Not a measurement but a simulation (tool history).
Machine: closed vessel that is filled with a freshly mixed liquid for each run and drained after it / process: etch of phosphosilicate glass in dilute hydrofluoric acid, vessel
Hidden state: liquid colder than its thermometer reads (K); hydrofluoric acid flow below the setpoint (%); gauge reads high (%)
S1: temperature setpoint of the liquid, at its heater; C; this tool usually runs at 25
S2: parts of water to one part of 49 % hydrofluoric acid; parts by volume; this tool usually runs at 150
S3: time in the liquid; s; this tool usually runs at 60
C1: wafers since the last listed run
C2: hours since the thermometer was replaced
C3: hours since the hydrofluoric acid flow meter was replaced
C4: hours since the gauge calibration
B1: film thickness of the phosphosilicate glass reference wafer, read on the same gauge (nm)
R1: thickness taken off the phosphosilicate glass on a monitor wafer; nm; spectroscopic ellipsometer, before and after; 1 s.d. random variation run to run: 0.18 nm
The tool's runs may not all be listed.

run,hour,S1,S2,S3,C1,C2,C3,C4,B1,R1
1,0,22,150,80,0,1696.1,927.1,185.8,100.02,30.19
2,44.6,22,150,80,5450,1740.7,971.7,230.4,100.01,30.57
3,135.3,22,150,80,11084,1831.4,1062.4,321.1,100,30.2
4,226.1,25,150,60,11096,1922.2,1153.2,411.9,100.01,25.6
5,301.5,25,150,60,9214,1997.6,1228.6,487.3,99.98,25.36
6,365.6,25,150,60,7833,2061.7,1292.7,551.4,100,25.43
7,450.2,29,150,50,10339,2146.3,1377.3,636,100,24.53
8,554.4,29,150,50,12734,2250.5,1481.5,740.2,100.01,24.79
# hour 606.5: hydrofluoric acid flow meter replaced
9,617.4,25,190,60,7577,2313.5,10.9,803.2,100.04,19.17
10,700.7,25,80,60,10180,2396.8,94.2,886.5,100.01,51.7
11,772.2,29.5,190,30,8738,2468.3,165.7,958,99.99,11.28
12,825.6,23.5,150,35,6526,2521.7,219.1,1011.4,100.01,13.83
# hour 862: thermometer replaced
13,921,25,150,60,11536,59,314.5,1106.8,99.99,26.44
14,1044.1,23,80,45,15044,182.1,437.6,1229.9,99.99,37.16
# hour 1106.4: gauge calibrated
15,1191.7,20.5,150,60,18038,329.7,585.2,85.3,100,21.82
16,1267.8,25,150,60,9300,405.8,661.3,161.4,100.01,26.2
17,1368.3,25,100,60,12282,506.3,761.8,261.9,99.98,41.82
18,1419.9,25,150,60,6306,557.9,813.4,313.5,99.96,26.15

Alternative continuations, all from the tool just after run 18; predict every row:
A,1420.6,25,150,60,85,558.6,814.1,314.2,?,?
B,1420.6,29,150,30,85,558.6,814.1,314.2,?,?
C,1420.6,28.5,95,60,85,558.6,814.1,314.2,?,?
D,1420.6,25,180,60,85,558.6,814.1,314.2,?,?
E,1420.6,25,150,90,85,558.6,814.1,314.2,?,?

run,B1,R1
A,100.02,26.51
B,100.02,15.38
C,100.02,51.25
D,100.02,21.35
E,100.02,39.76
Without the tool's hidden state the same runs would have given:
run,R1
A,26.94
B,15.62
C,52.1
D,21.69
E,40.41
